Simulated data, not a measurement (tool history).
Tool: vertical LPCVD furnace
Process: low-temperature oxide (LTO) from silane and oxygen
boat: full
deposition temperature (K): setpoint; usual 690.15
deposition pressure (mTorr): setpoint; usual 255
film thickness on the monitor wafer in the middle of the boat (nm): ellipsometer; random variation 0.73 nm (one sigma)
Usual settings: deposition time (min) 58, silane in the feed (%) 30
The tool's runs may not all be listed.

run	day	deposition temperature (K)	deposition pressure (mTorr)	deposition time (min)	silane in the feed (%)	read-back reference wafer on the same gauge, thickness	film thickness on the monitor wafer in the middle of the boat (nm)
1	0	690.15	255	58	30	576.11	460.45
2	0.817	690.15	255	58	30	576.32	461.4
3	1.212	690.15	255	58	30	576.06	461.26
4	2.05	690.15	255	58	30	576.1	460.85
5	2.767	690.15	255	58	30	576.01	461.12
6	3.233	690.15	255	58	30	575.87	460.17
7	3.879	690.15	255	58	30	575.9	460.46
8	4.696	698.15	255	58	33	576.26	571.34
9	5.238	698.15	255	58	33	576.01	573.03
10	5.788	698.15	255	58	33	575.96	571.56
# day 7.383: thermocouples replaced and temperature profile calibrated
11	7.404	690.15	255	58	30	576.22	460.58
12	7.625	690.15	255	58	30	575.88	460.3
13	7.896	690.15	255	58	30	575.84	459.78
# day 9.262: silane flow controller replaced
14	9.283	686.15	255	58	30	575.98	440.41
# day 9.383: gauge calibrated
15	9.504	686.15	255	58	30	575.77	441.1
16	9.725	690.15	255	58	30	576.27	461.1
17	10.012	683.15	255	58	30	576.05	425.39
18	10.917	690.15	300	47.5	30	575.72	447.92
19	11.258	690.15	255	47.5	30	575.76	377.26
20	11.725	702.15	255	44.5	35	575.83	493.95
# day 13.221: pressure gauge zeroed
21	13.242	690.15	200	49	30	575.95	322.38
22	13.462	690.15	255	58	26	575.72	395.45
23	13.683	690.15	255	66	30	575.73	552.4
24	13.9	690.15	255	58	30	576.28	487.61
25	14.325	690.15	255	58	30	575.93	485.84
26	14.912	696.15	230	78	34	576.12	746
27	15.246	690.15	255	58	30	575.99	484.57
28	16.042	690.15	255	80	30	576.19	670.51
29	16.367	695.15	220	81	27	576.01	532.34
30	17.412	690.15	255	58	34	575.8	575.36
31	17.938	690.15	305	65	30	576.2	648.75

Forecast each of these 4 alternatives for the next run:
A	18.162	690.15	255	58	30	?	?
B	18.162	700.15	295	43.5	26	?	?
C	18.162	694.15	255	46.5	32	?	?
D	18.162	695.15	255	58	35	?	?

run	read-back reference wafer on the same gauge, thickness	film thickness on the monitor wafer in the middle of the boat (nm)
A	575.72	486.37
B	575.72	383.39
C	575.72	445.62
D	575.72	631.98
Without the tool's hidden state the same runs would have given:
run	film thickness on the monitor wafer in the middle of the boat (nm)
A	490.04
B	385.88
C	448.98
D	636.75
